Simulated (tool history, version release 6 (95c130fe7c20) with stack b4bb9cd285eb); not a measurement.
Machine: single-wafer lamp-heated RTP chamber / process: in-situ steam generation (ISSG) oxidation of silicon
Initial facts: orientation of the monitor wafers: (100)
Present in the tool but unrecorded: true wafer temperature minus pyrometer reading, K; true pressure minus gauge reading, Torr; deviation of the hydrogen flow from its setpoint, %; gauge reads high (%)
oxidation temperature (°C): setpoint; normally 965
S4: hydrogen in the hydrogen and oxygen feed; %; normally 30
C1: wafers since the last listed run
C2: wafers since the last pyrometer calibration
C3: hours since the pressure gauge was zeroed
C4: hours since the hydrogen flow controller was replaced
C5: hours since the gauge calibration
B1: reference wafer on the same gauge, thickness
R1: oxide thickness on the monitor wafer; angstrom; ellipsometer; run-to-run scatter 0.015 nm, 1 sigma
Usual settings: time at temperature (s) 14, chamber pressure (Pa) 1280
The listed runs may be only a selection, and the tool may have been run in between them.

Run 1, day 0: usual settings; C1 0; C2 3699; C3 2726.2; C4 7193.8; C5 796.5; B1 4.783. Result: R1 41.01 angstrom.
Run 2, day 1.254: usual settings but chamber pressure (Pa) 1187; C1 360; C2 4060; C3 2756.3; C4 7223.9; C5 826.6; B1 4.784. Result: R1 41.71 angstrom.
Run 3, day 2.429: usual settings; C1 338; C2 4398; C3 2784.5; C4 7252.1; C5 854.8; B1 4.779. Result: R1 41.15 angstrom.
Run 4, day 3.821: usual settings; C1 400; C2 4798; C3 2817.9; C4 7285.5; C5 888.2; B1 4.774. Result: R1 41.23 angstrom.
Run 5, day 4.704: usual settings; C1 254; C2 5053; C3 2839.1; C4 7306.7; C5 909.4; B1 4.775. Result: R1 41.07 angstrom.
Run 6, day 5.346: usual settings; C1 184; C2 5237; C3 2854.5; C4 7322.1; C5 924.8; B1 4.786. Result: R1 41.54 angstrom.
At day 6.683: pyrometer window cleaned and pyrometer calibrated.
Run 7, day 6.779: usual settings; C1 316; C2 28; C3 2888.9; C4 7356.5; C5 959.2; B1 4.781. Result: R1 40.2 angstrom.
Run 8, day 7.896: usual settings; C1 321; C2 349; C3 2915.7; C4 7383.3; C5 986; B1 4.779. Result: R1 40.05 angstrom.
At day 9.175: pressure gauge zeroed.
At day 10.683: gauge calibrated.
Run 9, day 12.15: usual settings; C1 1128; C2 1477; C3 71.4; C4 7485.4; C5 35.2; B1 4.775. Result: R1 40.78 angstrom.
Run 10, day 13.112: usual settings; C1 276; C2 1754; C3 94.5; C4 7508.5; C5 58.3; B1 4.782. Result: R1 41 angstrom.
Run 11, day 13.904: usual settings; C1 227; C2 1982; C3 113.5; C4 7527.5; C5 77.3; B1 4.781. Result: R1 40.79 angstrom.
Run 12, day 14.433: usual settings but time at temperature (s) 10; C1 152; C2 2134; C3 126.2; C4 7540.2; C5 90; B1 4.77. Result: R1 35.83 angstrom.
Run 13, day 15.346: usual settings but oxidation temperature (°C) 981, time at temperature (s) 10, chamber pressure (Pa) 1360, S4 24 %; C1 262; C2 2396; C3 148.1; C4 7562.1; C5 111.9; B1 4.778. Result: R1 35.1 angstrom.
Run 14, day 16.271: usual settings but oxidation temperature (°C) 977, time at temperature (s) 17, chamber pressure (Pa) 1360; C1 266; C2 2662; C3 170.3; C4 7584.3; C5 134.1; B1 4.779. Result: R1 45.27 angstrom.
Run 15, day 17.721: usual settings but oxidation temperature (°C) 945, time at temperature (s) 15, chamber pressure (Pa) 1360, S4 32 %; C1 417; C2 3080; C3 205.1; C4 7619.1; C5 168.9; B1 4.783. Result: R1 39.65 angstrom.
Run 16, day 18.575: usual settings but S4 32 %; C1 245; C2 3325; C3 225.6; C4 7639.6; C5 189.4; B1 4.776. Result: R1 41.89 angstrom.
Run 17, day 19.842: usual settings but chamber pressure (Pa) 1213; C1 364; C2 3690; C3 256; C4 7670; C5 219.8; B1 4.773. Result: R1 41.42 angstrom.
Run 18, day 20.708: usual settings but time at temperature (s) 11; C1 249; C2 3939; C3 276.8; C4 7690.8; C5 240.6; B1 4.781. Result: R1 37.24 angstrom.
At day 22.008: hydrogen flow controller replaced.
Run 19, day 22.029: usual settings; C1 284; C2 4223; C3 308.5; C4 0.5; C5 272.3; B1 4.78. Result: R1 41.33 angstrom.
Run 20, day 23.075: usual settings but oxidation temperature (°C) 952, chamber pressure (Pa) 1213, S4 32 %; C1 300; C2 4524; C3 333.6; C4 25.6; C5 297.4; B1 4.785. Result: R1 40.75 angstrom.
At day 24.308: pyrometer window cleaned and pyrometer calibrated.
Run 21, day 24.329: usual settings but oxidation temperature (°C) 956, time at temperature (s) 16, chamber pressure (Pa) 1080; C1 264; C2 5; C3 363.7; C4 55.7; C5 327.5; B1 4.783. Result: R1 41.9 angstrom.
Run 22, day 24.962: usual settings but oxidation temperature (°C) 948, time at temperature (s) 16, chamber pressure (Pa) 1200; C1 182; C2 187; C3 378.9; C4 70.9; C5 342.7; B1 4.787. Result: R1 40.66 angstrom.
Run 23, day 25.65: usual settings but oxidation temperature (°C) 984; C1 197; C2 385; C3 395.4; C4 87.4; C5 359.2; B1 4.783. Result: R1 42.52 angstrom.
Run 24, day 27.083: usual settings but chamber pressure (Pa) 1187, S4 32 %; C1 412; C2 797; C3 429.8; C4 121.8; C5 393.6; B1 4.778. Result: R1 41.58 angstrom.
Run 25, day 28.05: usual settings but oxidation temperature (°C) 979; C1 278; C2 1076; C3 453; C4 145; C5 416.8; B1 4.779. Result: R1 42.14 angstrom.
Run 26, day 29.267: usual settings; C1 350; C2 1426; C3 482.2; C4 174.2; C5 446; B1 4.776. Result: R1 40.7 angstrom.
Run 27, day 30.496: usual settings; C1 353; C2 1779; C3 511.7; C4 203.7; C5 475.5; B1 4.774. Result: R1 40.7 angstrom.
Run 28, day 31.067: usual settings but oxidation temperature (°C) 970; C1 164; C2 1943; C3 525.4; C4 217.4; C5 489.2; B1 4.784. Result: R1 41.49 angstrom.
Run 29, day 31.858: usual settings; C1 227; C2 2171; C3 544.4; C4 236.4; C5 508.2; B1 4.772. Result: R1 40.81 angstrom.
Run 30, day 32.496: usual settings but time at temperature (s) 9; C1 183; C2 2355; C3 559.7; C4 251.7; C5 523.5; B1 4.78. Result: R1 34.48 angstrom.
Run 31, day 33.479: usual settings but oxidation temperature (°C) 974, time at temperature (s) 19; C1 282; C2 2638; C3 583.3; C4 275.3; C5 547.1; B1 4.775. Result: R1 47.73 angstrom.

Hidden state or all else? Some run-to-run changes of R1, split into what the settings, what came in and random variation would give without the hidden state, and what is left for the hidden state (with any gauge scatter that isn't in both results):
Run 6 -> 7: pyrometer window cleaned and pyrometer calibrated. R1 -1.34 angstrom: hidden state -1.18, all else -0.16.
Run 13 -> 14: oxidation temperature (°C) 981 -> 977, time at temperature (s) 10 -> 17, S4 24 -> 30. R1 +10.17 angstrom: hidden state +0.49, all else +9.68.
Run 20 -> 21: oxidation temperature (°C) 952 -> 956, time at temperature (s) 14 -> 16, chamber pressure (Pa) 1213 -> 1080, S4 32 -> 30, pyrometer window cleaned and pyrometer calibrated. R1 +1.15 angstrom: hidden state -1.05, all else +2.2.
Run 29 -> 30: time at temperature (s) 14 -> 9. R1 -6.33 angstrom: hidden state -0.24, all else -6.09.
Run 30 -> 31: oxidation temperature (°C) 965 -> 974, time at temperature (s) 9 -> 19. R1 +13.25 angstrom: hidden state +0.71, all else +12.54.
